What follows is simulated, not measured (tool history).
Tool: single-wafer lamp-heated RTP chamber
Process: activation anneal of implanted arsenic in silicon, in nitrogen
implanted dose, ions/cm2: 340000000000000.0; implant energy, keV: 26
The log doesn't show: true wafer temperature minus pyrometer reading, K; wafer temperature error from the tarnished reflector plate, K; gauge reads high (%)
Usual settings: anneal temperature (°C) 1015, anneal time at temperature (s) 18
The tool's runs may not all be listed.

| run | hour | anneal temperature (°C) | anneal time at temperature (s) | wafers since the last listed run | wafers since the last pyrometer calibration | wafers since the reflector plate was cleaned | hours since the gauge calibration | read-back reference wafer on the same gauge, sheet resistance | sheet resistance of the implanted and annealed layer (ohm/square) |
|---|---|---|---|---|---|---|---|---|---|
| 1 | 0.0 | 1015 | 18 | 0 | 2350 | 2129 | 477.2 | 241.50 | 254.13 |
|  | 45.3 | pyrometer window cleaned and pyrometer calibrated |
| 2 | 102.2 | 994 | 26 | 1250 | 755 | 3379 | 579.4 | 241.06 | 253.88 |
| 3 | 119.5 | 994 | 26 | 229 | 985 | 3609 | 596.7 | 241.00 | 253.69 |
| 4 | 144.7 | 994 | 26 | 334 | 1319 | 3944 | 621.9 | 240.99 | 254.11 |
| 5 | 177.2 | 1015 | 11 | 431 | 1751 | 4375 | 654.4 | 240.76 | 255.05 |
| 6 | 212.5 | 1015 | 18 | 468 | 2220 | 4844 | 689.7 | 240.71 | 253.78 |
| 7 | 226.8 | 1015 | 18 | 189 | 2409 | 5034 | 704.0 | 240.67 | 253.57 |
| 8 | 246.6 | 1015 | 18 | 262 | 2672 | 5297 | 723.8 | 240.50 | 253.14 |
| 9 | 274.7 | 1015 | 18 | 373 | 3045 | 5670 | 751.9 | 240.26 | 253.29 |
|  | 295.1 | reflector plate cleaned |
|  | 309.0 | pyrometer window cleaned and pyrometer calibrated |
| 10 | 309.5 | 1015 | 18 | 249 | 6 | 85 | 786.7 | 240.26 | 252.79 |
| 11 | 330.4 | 1015 | 18 | 277 | 283 | 362 | 807.6 | 240.07 | 252.07 |
| 12 | 344.5 | 1015 | 18 | 187 | 471 | 550 | 821.7 | 239.98 | 252.25 |
| 13 | 379.2 | 1015 | 18 | 460 | 931 | 1010 | 856.4 | 239.78 | 252.37 |
| 14 | 414.0 | 1015 | 18 | 462 | 1393 | 1472 | 891.2 | 239.61 | 251.68 |
| 15 | 441.4 | 991 | 24 | 363 | 1757 | 1836 | 918.6 | 239.42 | 251.97 |
| 16 | 465.6 | 1001 | 7 | 321 | 2078 | 2157 | 942.8 | 239.22 | 255.65 |
| 17 | 499.0 | 1039 | 13 | 443 | 2522 | 2601 | 976.2 | 239.09 | 249.89 |
| 18 | 519.5 | 1015 | 21 | 272 | 2794 | 2873 | 996.7 | 238.92 | 251.04 |
| 19 | 552.6 | 1015 | 18 | 439 | 3233 | 3312 | 1029.8 | 238.78 | 251.29 |
|  | 572.0 | gauge calibrated |
|  | 572.6 | pyrometer window cleaned and pyrometer calibrated |
| 20 | 576.4 | 1015 | 18 | 209 | 49 | 3522 | 4.4 | 243.11 | 255.30 |
| 21 | 609.3 | 1034 | 24 | 436 | 486 | 3959 | 37.3 | 243.17 | 252.38 |
| 22 | 624.3 | 1015 | 18 | 199 | 685 | 4158 | 52.3 | 243.06 | 254.98 |
| 23 | 649.6 | 1015 | 18 | 335 | 1021 | 4494 | 77.6 | 243.08 | 255.21 |
| 24 | 669.1 | 994 | 28 | 258 | 1280 | 4753 | 97.1 | 243.09 | 255.77 |
| 25 | 694.1 | 1015 | 18 | 331 | 1612 | 5085 | 122.1 | 243.13 | 256.03 |
|  | 731.5 | reflector plate cleaned |
| 26 | 732.0 | 1015 | 18 | 396 | 2009 | 7 | 160.0 | 243.15 | 255.82 |
| 27 | 747.7 | 1015 | 23 | 208 | 2217 | 215 | 175.7 | 243.08 | 254.31 |
| 28 | 760.8 | 1015 | 18 | 173 | 2391 | 389 | 188.8 | 243.04 | 255.55 |
| 29 | 795.5 | 996 | 27 | 460 | 2852 | 850 | 223.5 | 242.99 | 255.65 |
|  | 813.6 | pyrometer window cleaned and pyrometer calibrated |
| 30 | 817.4 | 1038 | 12 | 184 | 50 | 1034 | 245.4 | 242.94 | 254.89 |
| 31 | 843.4 | 995 | 11 | 345 | 395 | 1379 | 271.4 | 242.98 | 258.24 |
| 32 | 871.7 | 1015 | 22 | 375 | 771 | 1755 | 299.7 | 242.84 | 254.44 |
| 33 | 887.2 | 1015 | 18 | 205 | 977 | 1961 | 315.2 | 242.79 | 255.88 |
| 34 | 908.6 | 1024 | 22 | 284 | 1261 | 2245 | 336.6 | 242.75 | 253.42 |
| 35 | 929.4 | 1015 | 25 | 276 | 1537 | 2521 | 357.4 | 242.69 | 254.29 |
| 36 | 950.3 | 1028 | 12 | 277 | 1814 | 2799 | 378.3 | 242.65 | 255.72 |
| 37 | 1011.9 | 989 | 14 | 817 | 2632 | 3616 | 439.9 | 242.46 | 257.52 |

3 ways to go on from here, each from the tool as it stands after run 37. What would each give?
| A | 1012.3 | 1015 | 8 | 5 | 2638 | 3622 | 440.3 | ? | ? |
| B | 1012.3 | 1005 | 15 | 5 | 2638 | 3622 | 440.3 | ? | ? |
| C | 1012.3 | 986 | 18 | 5 | 2638 | 3622 | 440.3 | ? | ? |

| run | read-back reference wafer on the same gauge, sheet resistance | sheet resistance of the implanted and annealed layer (ohm/square) |
|---|---|---|
| A | 242.50 | 258.04 |
| B | 242.50 | 256.59 |
| C | 242.50 | 257.38 |
Without the tool's hidden state the same runs would have given:
| run | sheet resistance of the implanted and annealed layer (ohm/square) |
|---|---|
| A | 258.56 |
| B | 257.11 |
| C | 257.90 |
